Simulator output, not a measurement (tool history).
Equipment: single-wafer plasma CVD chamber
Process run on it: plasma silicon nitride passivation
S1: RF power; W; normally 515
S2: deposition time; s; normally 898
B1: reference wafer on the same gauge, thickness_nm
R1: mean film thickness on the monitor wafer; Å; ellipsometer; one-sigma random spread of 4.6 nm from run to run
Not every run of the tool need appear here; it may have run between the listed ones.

run,hour,S1,S2,B1,R1
1,0.0,515,801,1604.503,12272.89
2,92.8,515,801,1606.751,12303.44
3,185.8,515,801,1608.606,12250.20
4,233.1,515,832,1606.747,12768.57
5,327.4,515,832,1610.940,12784.51
6,379.6,515,898,1608.659,13747.33
7,433.3,515,898,1612.207,13893.04
8,500.3,515,898,1611.327,13838.85
9,584.0,590,898,1614.130,14337.36
10,655.5,590,898,1612.287,14331.57
11,760.8,590,898,1614.610,14270.86
# hour 833.6: RF generator calibrated
12,834.1,455,841,1613.836,12517.95
13,880.9,455,841,1614.386,12576.29
14,919.3,515,898,1617.082,13858.85
15,1000.2,515,898,1616.593,13905.62
# hour 1068.4: showerhead replaced
16,1179.0,485,898,1615.491,13698.81
17,1255.7,425,898,1619.094,13121.49
18,1359.5,615,740,1617.271,12054.54
19,1414.2,515,898,1616.355,13828.75
20,1513.5,465,898,1616.669,13515.40
# hour 1587.2: gauge calibrated
21,1605.9,485,847,1587.150,12578.19
22,1662.8,585,763,1589.583,12030.30
23,1727.9,415,992,1592.186,14279.13
24,1776.0,515,898,1596.007,13695.92
25,1872.9,515,898,1594.113,13732.36
26,1952.9,475,772,1596.352,11508.91
27,2033.4,515,746,1599.355,11348.73
28,2070.9,620,1053,1600.282,16842.86
# hour 2150.0: RF generator calibrated
29,2210.0,515,898,1603.143,13740.06
30,2274.0,515,1057,1602.918,16185.32
31,2321.7,515,1057,1607.754,16327.11
32,2366.5,540,731,1608.147,11298.02
33,2434.4,440,757,1607.440,11090.43

List, for all runs, the conditions of the tool that the log does not record:
delivered RF power above the setpoint (%): 0 in every run
H1: gauge reads high (%)
run,H1
1,0.898
2,1.02
3,1.13
4,1.18
5,1.27
6,1.32
7,1.36
8,1.41
9,1.46
10,1.5
11,1.55
12,1.58
13,1.6
14,1.62
15,1.64
16,1.69
17,1.71
18,1.73
19,1.74
20,1.76
21,-0.158
22,-0.0142
23,0.135
24,0.237
25,0.42
26,0.552
27,0.67
28,0.72
29,0.883
30,0.947
31,0.991
32,1.03
33,1.08
